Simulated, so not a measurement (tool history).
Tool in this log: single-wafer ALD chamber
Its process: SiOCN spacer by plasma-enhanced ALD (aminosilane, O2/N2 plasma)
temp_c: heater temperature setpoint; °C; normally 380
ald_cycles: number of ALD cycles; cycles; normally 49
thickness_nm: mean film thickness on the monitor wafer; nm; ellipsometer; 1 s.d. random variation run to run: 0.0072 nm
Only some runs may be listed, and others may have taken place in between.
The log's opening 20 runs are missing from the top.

run     day  temp_c  ald_cycles  wafers since the last listed run  hours since the last thermocouple change  hours since the gauge calibration  read-back reference wafer on the same gauge, thickness_nm  thickness_nm
 21  62.167     387          49                               233                                    1077.1                              720.5                                                      3.032         2.833
 22  64.862     380          39                               303                                    1141.8                              785.2                                                      3.026         2.255
 23  66.654     367          58                               201                                    1184.8                              828.2                                                      3.024         3.351
     70.483  -- thermocouple changed; heater temperature recalibrated
 24  70.788     386          49                               427                                       7.3                              927.4                                                      3.022         2.834
 25  75.229     389          40                               500                                     113.9                               1034                                                      3.019         2.307
 26  78.758     380          55                               397                                     198.6                             1118.7                                                      3.014         3.174
 27  82.408     380          49                               410                                     286.2                             1206.3                                                      3.012         2.823
 28  86.183     376          41                               425                                     376.8                             1296.9                                                      3.005         2.351
 29  88.421     380          49                               251                                     430.5                             1350.6                                                          3         2.812
 30    91.3     390          55                               324                                     499.6                             1419.7                                                      2.999         3.156

Predict each of these 3 candidate next runs independently; none follows another, all start after run 30:
  A  91.321     380          49                                 2                                     500.1                             1420.2                                                          ?             ?
  B  91.321     388          58                                 2                                     500.1                             1420.2                                                          ?             ?
  C  91.321     376          44                                 2                                     500.1                             1420.2                                                          ?             ?

run  read-back reference wafer on the same gauge, thickness_nm  thickness_nm
  A                                                          3         2.811
  B                                                          3         3.327
  C                                                          3         2.524
The same runs, with their run-to-run variation unchanged, on a tool lacking any hidden condition would have given:
run  thickness_nm
  A         2.876
  B         3.405
  C         2.583
